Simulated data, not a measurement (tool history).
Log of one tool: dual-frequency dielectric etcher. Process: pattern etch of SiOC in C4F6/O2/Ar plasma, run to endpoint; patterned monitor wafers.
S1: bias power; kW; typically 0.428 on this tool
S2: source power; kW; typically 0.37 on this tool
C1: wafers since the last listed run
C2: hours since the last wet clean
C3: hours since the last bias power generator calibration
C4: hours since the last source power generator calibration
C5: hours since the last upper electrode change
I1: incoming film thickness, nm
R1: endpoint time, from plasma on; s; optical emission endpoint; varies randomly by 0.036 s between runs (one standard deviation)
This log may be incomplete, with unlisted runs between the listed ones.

run 1 day=0 | S1=0.428 S2=0.3 | C1=0 C2=143 C3=3663.6 C4=2270.6 C5=2504.8 | I1=34.27 | R1=11.8
run 2 day=0.658 | S1=0.428 S2=0.3 | C1=164 C2=158.8 C3=3679.4 C4=2286.4 C5=2520.6 | I1=34.54 | R1=11.9
run 3 day=1.633 | S1=0.428 S2=0.3 | C1=243 C2=182.2 C3=3702.8 C4=2309.8 C5=2544 | I1=34.53 | R1=11.8
run 4 day=2.504 | S1=0.428 S2=0.41 | C1=217 C2=203.1 C3=3723.7 C4=2330.7 C5=2564.9 | I1=34.38 | R1=10.8
run 5 day=3.838 | S1=0.428 S2=0.41 | C1=332 C2=235.1 C3=3755.7 C4=2362.7 C5=2596.9 | I1=34.46 | R1=10.8
run 6 day=4.725 | S1=0.428 S2=0.41 | C1=221 C2=256.4 C3=3777 C4=2384 C5=2618.2 | I1=34.61 | R1=10.9
run 7 day=5.242 | S1=0.428 S2=0.31 | C1=128 C2=268.8 C3=3789.4 C4=2396.4 C5=2630.6 | I1=34.46 | R1=11.7
run 8 day=5.812 | S1=0.428 S2=0.4 | C1=142 C2=282.5 C3=3803.1 C4=2410.1 C5=2644.3 | I1=34.72 | R1=10.9
run 9 day=6.646 | S1=0.428 S2=0.37 | C1=207 C2=302.5 C3=3823.1 C4=2430.1 C5=2664.3 | I1=34.56 | R1=11.1
run 10 day=7.942 | S1=0.428 S2=0.37 | C1=323 C2=333.6 C3=3854.2 C4=2461.2 C5=2695.4 | I1=34.48 | R1=11.1
-- day=10.046 upper electrode replaced
run 11 day=10.067 | S1=0.428 S2=0.35 | C1=280 C2=384.6 C3=3905.2 C4=2512.2 C5=0.5 | I1=33.94 | R1=11
run 12 day=10.079 | S1=0.428 S2=0.35 | C1=3 C2=384.9 C3=3905.5 C4=2512.5 C5=0.8 | I1=34.51 | R1=11.2
run 13 day=10.579 | S1=0.348 S2=0.4 | C1=124 C2=396.9 C3=3917.5 C4=2524.5 C5=12.8 | I1=34.58 | R1=11.8
-- day=11.042 bias power generator calibrated
-- day=11.771 source power generator calibrated
run 14 day=11.821 | S1=0.428 S2=0.34 | C1=226 C2=426.7 C3=18.7 C4=1.2 C5=42.6 | I1=34.25 | R1=11.2
-- day=13.512 wet clean of the chamber
run 15 day=13.533 | S1=0.522 S2=0.37 | C1=177 C2=0.5 C3=59.8 C4=42.3 C5=83.7 | I1=34.07 | R1=10.7
run 16 day=14.183 | S1=0.428 S2=0.3 | C1=162 C2=16.1 C3=75.4 C4=57.9 C5=99.3 | I1=34.26 | R1=12.2
run 17 day=14.871 | S1=0.428 S2=0.37 | C1=171 C2=32.6 C3=91.9 C4=74.4 C5=115.8 | I1=34.36 | R1=11.7
run 18 day=15.529 | S1=0.428 S2=0.37 | C1=164 C2=48.4 C3=107.7 C4=90.2 C5=131.6 | I1=34.48 | R1=11.8
run 19 day=17.017 | S1=0.33 S2=0.37 | C1=370 C2=84.1 C3=143.4 C4=125.9 C5=167.3 | I1=34.66 | R1=13.1
-- day=18.5 wet clean of the chamber, repeated, since the last time left the tool worse
run 20 day=18.521 | S1=0.477 S2=0.37 | C1=125 C2=0.5 C3=179.5 C4=162 C5=203.4 | I1=34.43 | R1=10.8
run 21 day=20.817 | S1=0.477 S2=0.32 | C1=572 C2=55.6 C3=234.6 C4=217.1 C5=258.5 | I1=34.4 | R1=11.2
run 22 day=21.4 | S1=0.428 S2=0.35 | C1=145 C2=69.6 C3=248.6 C4=231.1 C5=272.5 | I1=34.17 | R1=11.3
run 23 day=22.683 | S1=0.459 S2=0.41 | C1=319 C2=100.4 C3=279.4 C4=261.9 C5=303.3 | I1=34.14 | R1=10.4
run 24 day=23.583 | S1=0.488 S2=0.3 | C1=224 C2=122 C3=301 C4=283.5 C5=324.9 | I1=34.34 | R1=11.2

What if the next run were any one of these 4? Each begins from the tool's condition after run 24:
run A day=23.6 | S1=0.428 S2=0.37 | C1=4 C2=122.4 C3=301.4 C4=283.9 C5=325.3 | I1=34.6 | R1=?
run B day=23.6 | S1=0.474 S2=0.42 | C1=4 C2=122.4 C3=301.4 C4=283.9 C5=325.3 | I1=34.6 | R1=?
run C day=23.6 | S1=0.428 S2=0.45 | C1=4 C2=122.4 C3=301.4 C4=283.9 C5=325.3 | I1=34.6 | R1=?
run D day=23.6 | S1=0.471 S2=0.34 | C1=4 C2=122.4 C3=301.4 C4=283.9 C5=325.3 | I1=34.6 | R1=?

run=A R1=11.2
run=B R1=10.3
run=C R1=10.6
run=D R1=11
With the hidden condition removed and each run's random variation left untouched, the same runs would have given:
run=A R1=11.3
run=B R1=10.4
run=C R1=10.6
run=D R1=11.1

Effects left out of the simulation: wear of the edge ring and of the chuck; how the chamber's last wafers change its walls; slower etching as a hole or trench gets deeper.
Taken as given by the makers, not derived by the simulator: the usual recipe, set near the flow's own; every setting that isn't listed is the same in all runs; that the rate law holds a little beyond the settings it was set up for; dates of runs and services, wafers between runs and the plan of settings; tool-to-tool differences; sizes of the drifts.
